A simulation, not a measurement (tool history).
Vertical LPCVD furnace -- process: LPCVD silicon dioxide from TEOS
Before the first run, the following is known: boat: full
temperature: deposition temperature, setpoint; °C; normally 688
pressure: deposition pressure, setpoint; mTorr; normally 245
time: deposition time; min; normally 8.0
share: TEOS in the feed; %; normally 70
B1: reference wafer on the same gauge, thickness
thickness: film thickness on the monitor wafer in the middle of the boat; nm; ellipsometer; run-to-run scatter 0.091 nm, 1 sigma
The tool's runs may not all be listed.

Run 1, hour 0.0: usual settings; B1 36.11. Result: thickness 43.28 nm.
At hour 87.4: thermocouples replaced and temperature profile calibrated.
Run 2, hour 87.9: usual settings; B1 36.07. Result: thickness 43.07 nm.
Run 3, hour 132.9: usual settings; B1 36.08. Result: thickness 43.30 nm.
Run 4, hour 196.7: usual settings; B1 36.10. Result: thickness 43.15 nm.
Run 5, hour 263.3: usual settings; B1 36.08. Result: thickness 43.24 nm.
At hour 290.1: TEOS flow controller replaced.
Run 6, hour 300.8: usual settings; B1 36.08. Result: thickness 43.29 nm.
Run 7, hour 345.1: usual settings; B1 36.11. Result: thickness 43.25 nm.
Run 8, hour 389.6: usual settings but temperature 699 °C, time 7.0 min, share 65 %; B1 36.11. Result: thickness 47.21 nm.
Run 9, hour 434.9: usual settings but temperature 699 °C, pressure 305 mTorr, time 5.5 min, share 56 %; B1 36.08. Result: thickness 38.45 nm.
Run 10, hour 475.6: usual settings; B1 36.06. Result: thickness 43.26 nm.
Run 11, hour 534.3: usual settings but temperature 691 °C, pressure 290 mTorr, time 9.0 min, share 66 %; B1 36.08. Result: thickness 55.05 nm.
Run 12, hour 599.8: usual settings but temperature 676 °C, time 7.0 min; B1 36.09. Result: thickness 28.31 nm.
Run 13, hour 632.7: usual settings but temperature 682 °C, time 11.0 min; B1 36.09. Result: thickness 51.38 nm.
Run 14, hour 671.5: usual settings but time 7.0 min, share 79 %; B1 36.09. Result: thickness 40.21 nm.
At hour 723.5: gauge calibrated.
Run 15, hour 747.9: usual settings; B1 36.12. Result: thickness 43.35 nm.
Run 16, hour 798.6: usual settings but pressure 275 mTorr, time 5.0 min; B1 36.11. Result: thickness 28.61 nm.

Forecast run 17:
Run 17, hour 847.0: usual settings; B1 ?. Result: thickness ?.

B1: 36.10
thickness: 43.34 nm
Without the tool's hidden state the same run would have given thickness 42.30 nm.
